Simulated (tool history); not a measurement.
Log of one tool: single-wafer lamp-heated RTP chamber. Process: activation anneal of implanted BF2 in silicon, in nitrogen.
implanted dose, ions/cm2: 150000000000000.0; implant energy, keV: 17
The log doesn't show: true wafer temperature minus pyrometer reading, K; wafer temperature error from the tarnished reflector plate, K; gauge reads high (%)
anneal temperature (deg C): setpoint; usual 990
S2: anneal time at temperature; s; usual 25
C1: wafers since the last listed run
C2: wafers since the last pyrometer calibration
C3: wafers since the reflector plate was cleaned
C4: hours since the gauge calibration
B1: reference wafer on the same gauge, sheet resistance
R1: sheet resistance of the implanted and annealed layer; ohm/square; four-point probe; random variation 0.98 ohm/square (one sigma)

Run 1, hour 0: usual settings but S2 20 s; C1 0; C2 7370; C3 6670; C4 171; B1 531.87. Result: R1 653.77 ohm/square.
Run 2, hour 22.4: usual settings but S2 20 s; C1 147; C2 7517; C3 6817; C4 193.4; B1 531.94. Result: R1 654.45 ohm/square.
Run 3, hour 39.6: usual settings but S2 34 s; C1 112; C2 7629; C3 6930; C4 210.6; B1 531.7. Result: R1 648.62 ohm/square.
Run 4, hour 55.8: usual settings; C1 106; C2 7736; C3 7037; C4 226.8; B1 531.35. Result: R1 651.64 ohm/square.
Run 5, hour 84.6: usual settings but S2 28 s; C1 189; C2 7925; C3 7226; C4 255.6; B1 531.28. Result: R1 650.25 ohm/square.
Run 6, hour 108.9: usual settings but S2 28 s; C1 159; C2 8084; C3 7385; C4 279.9; B1 530.88. Result: R1 649.19 ohm/square.
Run 7, hour 141.5: usual settings but anneal temperature (deg C) 973; C1 213; C2 8298; C3 7599; C4 312.5; B1 530.45. Result: R1 655.93 ohm/square.
Run 8, hour 169.3: usual settings but anneal temperature (deg C) 973; C1 182; C2 8481; C3 7782; C4 340.3; B1 530.2. Result: R1 657.27 ohm/square.
Run 9, hour 184.9: usual settings; C1 102; C2 8583; C3 7884; C4 355.9; B1 530.04. Result: R1 649.84 ohm/square.
At hour 195.6: reflector plate cleaned.
Run 10, hour 197.6: usual settings; C1 30; C2 8614; C3 13; C4 368.6; B1 529.87. Result: R1 651.04 ohm/square.
Run 11, hour 212.4: usual settings but anneal temperature (deg C) 981, S2 12 s; C1 97; C2 8711; C3 110; C4 383.4; B1 529.52. Result: R1 658.96 ohm/square.
At hour 238.5: pyrometer window cleaned and pyrometer calibrated.
Run 12, hour 262.6: usual settings; C1 276; C2 158; C3 387; C4 433.6; B1 529.4. Result: R1 648.37 ohm/square.
Run 13, hour 280.5: usual settings but anneal temperature (deg C) 1002, S2 20 s; C1 117; C2 275; C3 504; C4 451.5; B1 529.12. Result: R1 647.13 ohm/square.
At hour 354.5: gauge calibrated.
Run 14, hour 381.1: usual settings but anneal temperature (deg C) 999; C1 660; C2 936; C3 1164; C4 26.6; B1 532.9. Result: R1 651.39 ohm/square.
Run 15, hour 399.4: usual settings but anneal temperature (deg C) 1010, S2 12 s; C1 120; C2 1056; C3 1284; C4 44.9; B1 532.8. Result: R1 656.77 ohm/square.
Run 16, hour 428: usual settings but anneal temperature (deg C) 1015, S2 29 s; C1 187; C2 1243; C3 1472; C4 73.5; B1 532.54. Result: R1 646.06 ohm/square.
Run 17, hour 446.4: usual settings but S2 29 s; C1 120; C2 1364; C3 1593; C4 91.9; B1 532.38. Result: R1 652.35 ohm/square.
Run 18, hour 476.8: usual settings but anneal temperature (deg C) 998, S2 33 s; C1 199; C2 1564; C3 1792; C4 122.3; B1 532.17. Result: R1 647.12 ohm/square.
Run 19, hour 512.1: usual settings; C1 231; C2 1795; C3 2024; C4 157.6; B1 531.81. Result: R1 651.62 ohm/square.

4 ways to go on from here, each from the tool as it stands after run 19. What would each give?
Run A, hour 512.5: usual settings; C1 2; C2 1798; C3 2027; C4 158; B1 ?. Result: R1 ?.
Run B, hour 512.5: usual settings but anneal temperature (deg C) 982, S2 21 s; C1 2; C2 1798; C3 2027; C4 158; B1 ?. Result: R1 ?.
Run C, hour 512.5: usual settings but S2 18 s; C1 2; C2 1798; C3 2027; C4 158; B1 ?. Result: R1 ?.
Run D, hour 512.5: usual settings but anneal temperature (deg C) 966, S2 40 s; C1 2; C2 1798; C3 2027; C4 158; B1 ?. Result: R1 ?.

run      B1      R1
  A  531.86  653.47
  B  531.86   657.4
  C  531.86  656.42
  D  531.86  658.43
Without the tool's hidden state the same runs would have given:
run      R1
  A  656.35
  B   660.3
  C  659.32
  D  661.33
